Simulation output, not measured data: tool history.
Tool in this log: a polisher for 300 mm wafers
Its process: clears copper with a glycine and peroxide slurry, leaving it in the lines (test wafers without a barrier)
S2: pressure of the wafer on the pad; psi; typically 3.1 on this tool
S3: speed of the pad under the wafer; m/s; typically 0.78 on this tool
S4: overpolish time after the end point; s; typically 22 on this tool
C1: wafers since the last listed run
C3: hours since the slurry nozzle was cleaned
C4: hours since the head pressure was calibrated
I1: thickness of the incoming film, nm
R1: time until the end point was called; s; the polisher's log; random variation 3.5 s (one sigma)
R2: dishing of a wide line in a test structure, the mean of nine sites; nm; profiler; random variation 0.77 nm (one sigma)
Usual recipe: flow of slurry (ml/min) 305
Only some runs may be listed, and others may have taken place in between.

run 1 day=0.000 | flow_of_slurry_(ml/min)=305 S2=3.1 S3=0.78 S4=22 | C1=0 wafers_polished_on_this_pad=128 C3=320.4 C4=961.7 | I1=810.4 | R1=187.7 R2=48.5
run 2 day=2.950 | flow_of_slurry_(ml/min)=305 S2=3.1 S3=0.78 S4=22 | C1=285 wafers_polished_on_this_pad=413 C3=391.2 C4=1032.5 | I1=801.3 | R1=192.1 R2=49.2
run 3 day=5.742 | flow_of_slurry_(ml/min)=305 S2=3.1 S3=0.78 S4=22 | C1=269 wafers_polished_on_this_pad=683 C3=458.2 C4=1099.5 | I1=811.5 | R1=203.2 R2=46.6
-- day=6.388 slurry nozzle cleaned
run 4 day=8.038 | flow_of_slurry_(ml/min)=305 S2=3.1 S3=0.78 S4=22 | C1=217 wafers_polished_on_this_pad=900 C3=39.6 C4=1154.6 | I1=814.4 | R1=207.4 R2=46.6
run 5 day=10.000 | flow_of_slurry_(ml/min)=305 S2=3.1 S3=0.78 S4=22 | C1=189 wafers_polished_on_this_pad=1090 C3=86.7 C4=1201.7 | I1=797.0 | R1=207.6 R2=45.8
-- day=11.625 worn pad replaced by a new one
run 6 day=11.683 | flow_of_slurry_(ml/min)=305 S2=3.1 S3=0.78 S4=22 | C1=146 wafers_polished_on_this_pad=5 C3=127.1 C4=1242.1 | I1=810.2 | R1=188.8 R2=51.5
-- day=12.512 head pressure recalibrated
run 7 day=12.862 | flow_of_slurry_(ml/min)=305 S2=3.1 S3=0.78 S4=22 | C1=105 wafers_polished_on_this_pad=111 C3=155.4 C4=8.4 | I1=801.2 | R1=189.9 R2=47.5
run 8 day=14.133 | flow_of_slurry_(ml/min)=305 S2=3.1 S3=0.78 S4=22 | C1=122 wafers_polished_on_this_pad=234 C3=185.9 C4=38.9 | I1=819.4 | R1=199.3 R2=47.4
run 9 day=15.354 | flow_of_slurry_(ml/min)=305 S2=3.1 S3=0.78 S4=22 | C1=117 wafers_polished_on_this_pad=352 C3=215.2 C4=68.2 | I1=796.4 | R1=202.2 R2=47.2
run 10 day=17.954 | flow_of_slurry_(ml/min)=250 S2=2.2 S3=0.78 S4=22 | C1=251 wafers_polished_on_this_pad=603 C3=277.6 C4=130.6 | I1=803.6 | R1=272.0 R2=38.5
run 11 day=20.758 | flow_of_slurry_(ml/min)=220 S2=2.3 S3=0.78 S4=26 | C1=270 wafers_polished_on_this_pad=874 C3=344.9 C4=197.9 | I1=808.6 | R1=266.1 R2=43.7
run 12 day=21.908 | flow_of_slurry_(ml/min)=305 S2=3.1 S3=1.00 S4=22 | C1=111 wafers_polished_on_this_pad=985 C3=372.5 C4=225.5 | I1=811.7 | R1=167.1 R2=50.8
-- day=22.333 slurry nozzle cleaned
run 13 day=24.733 | flow_of_slurry_(ml/min)=305 S2=3.1 S3=0.78 S4=22 | C1=268 wafers_polished_on_this_pad=1254 C3=57.6 C4=293.3 | I1=813.9 | R1=213.2 R2=46.2
-- day=24.938 worn pad replaced by a new one
run 14 day=25.804 | flow_of_slurry_(ml/min)=305 S2=3.1 S3=0.78 S4=27 | C1=87 wafers_polished_on_this_pad=83 C3=83.3 C4=319.0 | I1=814.0 | R1=192.5 R2=56.3
run 15 day=28.600 | flow_of_slurry_(ml/min)=305 S2=3.1 S3=0.70 S4=13 | C1=270 wafers_polished_on_this_pad=353 C3=150.4 C4=386.1 | I1=805.1 | R1=211.6 R2=31.2
run 16 day=31.271 | flow_of_slurry_(ml/min)=305 S2=3.1 S3=0.78 S4=22 | C1=258 wafers_polished_on_this_pad=611 C3=214.5 C4=450.2 | I1=804.4 | R1=195.1 R2=47.3
run 17 day=33.450 | flow_of_slurry_(ml/min)=305 S2=2.2 S3=0.78 S4=22 | C1=210 wafers_polished_on_this_pad=822 C3=266.8 C4=502.5 | I1=800.5 | R1=262.4 R2=39.4
run 18 day=36.758 | flow_of_slurry_(ml/min)=305 S2=3.1 S3=0.50 S4=22 | C1=319 wafers_polished_on_this_pad=1142 C3=346.2 C4=581.9 | I1=802.1 | R1=293.7 R2=37.8

4 options for the next run, each taken on its own from the tool as it stands now. Forecast them:
run A day=36.779 | flow_of_slurry_(ml/min)=305 S2=3.1 S3=0.78 S4=22 | C1=2 wafers_polished_on_this_pad=1144 C3=346.7 C4=582.4 | I1=802.4 | R1=? R2=?
run B day=36.779 | flow_of_slurry_(ml/min)=305 S2=3.1 S3=0.78 S4=30 | C1=2 wafers_polished_on_this_pad=1144 C3=346.7 C4=582.4 | I1=802.4 | R1=? R2=?
run C day=36.779 | flow_of_slurry_(ml/min)=225 S2=3.1 S3=0.78 S4=28 | C1=2 wafers_polished_on_this_pad=1144 C3=346.7 C4=582.4 | I1=802.4 | R1=? R2=?
run D day=36.779 | flow_of_slurry_(ml/min)=385 S2=2.3 S3=1.06 S4=27 | C1=2 wafers_polished_on_this_pad=1144 C3=346.7 C4=582.4 | I1=802.4 | R1=? R2=?

run=A R1=203.3 R2=46.1
run=B R1=203.3 R2=55.7
run=C R1=207.6 R2=52.9
run=D R1=199.1 R2=52.0
Without the tool's unlogged condition, the same runs would have read:
run=A R1=177.1 R2=50.3
run=B R1=177.1 R2=60.0
run=C R1=180.8 R2=57.2
run=D R1=173.4 R2=56.2
